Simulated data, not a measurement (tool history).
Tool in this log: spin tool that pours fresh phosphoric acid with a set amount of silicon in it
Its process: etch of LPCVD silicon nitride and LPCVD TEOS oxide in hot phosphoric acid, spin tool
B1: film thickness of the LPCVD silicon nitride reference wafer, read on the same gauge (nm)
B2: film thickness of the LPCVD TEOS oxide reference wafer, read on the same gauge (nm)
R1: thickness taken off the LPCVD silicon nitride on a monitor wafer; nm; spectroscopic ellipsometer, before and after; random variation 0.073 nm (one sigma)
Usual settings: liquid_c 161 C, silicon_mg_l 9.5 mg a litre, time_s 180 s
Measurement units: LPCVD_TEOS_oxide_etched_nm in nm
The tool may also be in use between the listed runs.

Run 1, hour 0: usual settings; B1 50.03; B2 109.973. Result: R1 14.74 nm, LPCVD_TEOS_oxide_etched_nm 0.539 nm.
Run 2, hour 17.4: usual settings; B1 49.98; B2 109.994. Result: R1 14.6 nm, LPCVD_TEOS_oxide_etched_nm 0.552 nm.
Run 3, hour 24: usual settings; B1 50.05; B2 110.051. Result: R1 14.56 nm, LPCVD_TEOS_oxide_etched_nm 0.564 nm.
Run 4, hour 36.9: usual settings; B1 50.01; B2 109.961. Result: R1 14.45 nm, LPCVD_TEOS_oxide_etched_nm 0.581 nm.
Run 5, hour 44.1: usual settings but time_s 260 s; B1 49.99; B2 109.986. Result: R1 21 nm, LPCVD_TEOS_oxide_etched_nm 0.813 nm.
Run 6, hour 53.9: usual settings but time_s 260 s; B1 50; B2 110.035. Result: R1 21.05 nm, LPCVD_TEOS_oxide_etched_nm 0.807 nm.
At hour 67.2: dissolved silicon flow meter replaced.
At hour 68.1: thermometer replaced.
At hour 69.9: heated supply line repaired.
Run 7, hour 70.5: usual settings; B1 49.95; B2 109.957. Result: R1 16.35 nm, LPCVD_TEOS_oxide_etched_nm 0.765 nm.
Run 8, hour 82.5: usual settings but liquid_c 163 C, silicon_mg_l 7 mg a litre, time_s 70 s; B1 50; B2 110.025. Result: R1 6.76 nm, LPCVD_TEOS_oxide_etched_nm 0.326 nm.
Run 9, hour 98.4: usual settings but time_s 260 s; B1 50.02; B2 110.023. Result: R1 23.32 nm, LPCVD_TEOS_oxide_etched_nm 0.934 nm.
Run 10, hour 111.2: usual settings but liquid_c 159 C, silicon_mg_l 3.5 mg a litre, time_s 150 s; B1 49.99; B2 109.972. Result: R1 12.54 nm, LPCVD_TEOS_oxide_etched_nm 0.518 nm.
At hour 117: gauge calibrated.
Run 11, hour 124.5: usual settings; B1 49.98; B2 109.974. Result: R1 16.11 nm, LPCVD_TEOS_oxide_etched_nm 0.654 nm.
Run 12, hour 135.3: usual settings but liquid_c 162 C, silicon_mg_l 5 mg a litre, time_s 270 s; B1 50.06; B2 110.002. Result: R1 24.93 nm, LPCVD_TEOS_oxide_etched_nm 1.124 nm.
Run 13, hour 148.5: usual settings but liquid_c 162.5 C, silicon_mg_l 4 mg a litre, time_s 285 s; B1 50.04; B2 109.941. Result: R1 26.63 nm, LPCVD_TEOS_oxide_etched_nm 1.308 nm.
Run 14, hour 165.9: usual settings but liquid_c 162.5 C, silicon_mg_l 4 mg a litre, time_s 285 s; B1 50.01; B2 110.009. Result: R1 26.81 nm, LPCVD_TEOS_oxide_etched_nm 1.388 nm.

Some steps in R1 between neighbouring runs. How much of each would the tool show without its hidden state too (settings, what came in, random variation), and how much is left for the hidden state, with any gauge scatter that isn't in both results?
Hidden conditions of the tool in this case: liquid colder than its thermometer reads (K); dissolved silicon flow above the setpoint (%); temperature lost on the way to the wafer (K); gauge reads high (%).
Run 6 -> 7: time_s 260 -> 180, dissolved silicon flow meter replaced, thermometer replaced, heated supply line repaired. R1 -4.7 nm: hidden state +2.58, all else -7.28.
Run 8 -> 9: liquid_c 163 -> 161, silicon_mg_l 7 -> 9.5, time_s 70 -> 260. R1 +16.56 nm: hidden state -0.25, all else +16.81.
